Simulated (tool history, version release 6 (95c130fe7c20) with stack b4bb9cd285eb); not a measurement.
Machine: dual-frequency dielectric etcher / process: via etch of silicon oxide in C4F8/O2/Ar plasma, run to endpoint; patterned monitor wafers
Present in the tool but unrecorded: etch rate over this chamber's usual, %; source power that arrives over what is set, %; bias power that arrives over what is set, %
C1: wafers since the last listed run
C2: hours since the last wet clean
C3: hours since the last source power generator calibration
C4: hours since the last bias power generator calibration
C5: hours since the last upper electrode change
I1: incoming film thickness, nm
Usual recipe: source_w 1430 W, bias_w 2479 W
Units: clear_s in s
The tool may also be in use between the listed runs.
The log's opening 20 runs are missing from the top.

{"run": 21, "hour": 515.7, "source_w": 1620, "bias_w": 2479, "C1": 139, "C2": 45.8, "C3": 3565.4, "C4": 3244.2, "C5": 140.8, "I1": 2257.8, "clear_s": 487.7}
{"run": 22, "hour": 541.0, "source_w": 1200, "bias_w": 2307, "C1": 117, "C2": 71.1, "C3": 3590.7, "C4": 3269.5, "C5": 166.1, "I1": 2261.8, "clear_s": 540.9}
{"run": 23, "hour": 573.3, "source_w": 1430, "bias_w": 2479, "C1": 150, "C2": 103.4, "C3": 3623, "C4": 3301.8, "C5": 198.4, "I1": 2270.7, "clear_s": 501.9}
{"hour": 586.0, "done": "source power generator calibrated"}
{"run": 24, "hour": 604.3, "source_w": 1560, "bias_w": 3054, "C1": 125, "C2": 134.4, "C3": 18.3, "C4": 3332.8, "C5": 229.4, "I1": 2267.1, "clear_s": 454.6}
{"hour": 618.4, "done": "bias power generator calibrated"}
{"run": 25, "hour": 635.3, "source_w": 1130, "bias_w": 1993, "C1": 125, "C2": 165.4, "C3": 49.3, "C4": 16.9, "C5": 260.4, "I1": 2275.3, "clear_s": 595.8}
{"run": 26, "hour": 653.7, "source_w": 1710, "bias_w": 2479, "C1": 85, "C2": 183.8, "C3": 67.7, "C4": 35.3, "C5": 278.8, "I1": 2258.6, "clear_s": 485.2}
{"run": 27, "hour": 674.5, "source_w": 1430, "bias_w": 2479, "C1": 96, "C2": 204.6, "C3": 88.5, "C4": 56.1, "C5": 299.6, "I1": 2242.2, "clear_s": 504.8}
{"run": 28, "hour": 698.5, "source_w": 1100, "bias_w": 1982, "C1": 111, "C2": 228.6, "C3": 112.5, "C4": 80.1, "C5": 323.6, "I1": 2256.2, "clear_s": 596.3}
{"run": 29, "hour": 727.0, "source_w": 1430, "bias_w": 2479, "C1": 132, "C2": 257.1, "C3": 141, "C4": 108.6, "C5": 352.1, "I1": 2256.2, "clear_s": 515.2}
{"run": 30, "hour": 747.7, "source_w": 1590, "bias_w": 2479, "C1": 96, "C2": 277.8, "C3": 161.7, "C4": 129.3, "C5": 372.8, "I1": 2262.7, "clear_s": 501.3}
{"run": 31, "hour": 773.8, "source_w": 1330, "bias_w": 2988, "C1": 121, "C2": 303.9, "C3": 187.8, "C4": 155.4, "C5": 398.9, "I1": 2262, "clear_s": 489.5}
{"run": 32, "hour": 805.4, "source_w": 1210, "bias_w": 2229, "C1": 147, "C2": 335.5, "C3": 219.4, "C4": 187, "C5": 430.5, "I1": 2283.8, "clear_s": 572.1}
{"run": 33, "hour": 835.3, "source_w": 1100, "bias_w": 1982, "C1": 139, "C2": 365.4, "C3": 249.3, "C4": 216.9, "C5": 460.4, "I1": 2253.2, "clear_s": 608.9}
{"run": 34, "hour": 856.4, "source_w": 1240, "bias_w": 2908, "C1": 98, "C2": 386.5, "C3": 270.4, "C4": 238, "C5": 481.5, "I1": 2262.6, "clear_s": 513.7}
{"hour": 884.8, "done": "wet clean of the chamber"}
{"run": 35, "hour": 885.3, "source_w": 1580, "bias_w": 2238, "C1": 22, "C2": 0.5, "C3": 299.3, "C4": 266.9, "C5": 510.4, "I1": 2274.5, "clear_s": 506.1}

4 ways to go on from here, each from the tool as it stands after run 35. What would each give?
{"run": "A", "hour": 885.8, "source_w": 1790, "bias_w": 2479, "C1": 2, "C2": 1, "C3": 299.8, "C4": 267.4, "C5": 510.9, "I1": 2268.8, "clear_s": "?"}
{"run": "B", "hour": 885.8, "source_w": 1140, "bias_w": 2106, "C1": 2, "C2": 1, "C3": 299.8, "C4": 267.4, "C5": 510.9, "I1": 2268.8, "clear_s": "?"}
{"run": "C", "hour": 885.8, "source_w": 1620, "bias_w": 2015, "C1": 2, "C2": 1, "C3": 299.8, "C4": 267.4, "C5": 510.9, "I1": 2268.8, "clear_s": "?"}
{"run": "D", "hour": 885.8, "source_w": 1730, "bias_w": 2479, "C1": 2, "C2": 1, "C3": 299.8, "C4": 267.4, "C5": 510.9, "I1": 2268.8, "clear_s": "?"}

run=A clear_s=472.2
run=B clear_s=568.1
run=C clear_s=527.3
run=D clear_s=476.8
Without the tool's unlogged condition, the same runs would have read:
run=A clear_s=473.1
run=B clear_s=569.2
run=C clear_s=528.4
run=D clear_s=477.7

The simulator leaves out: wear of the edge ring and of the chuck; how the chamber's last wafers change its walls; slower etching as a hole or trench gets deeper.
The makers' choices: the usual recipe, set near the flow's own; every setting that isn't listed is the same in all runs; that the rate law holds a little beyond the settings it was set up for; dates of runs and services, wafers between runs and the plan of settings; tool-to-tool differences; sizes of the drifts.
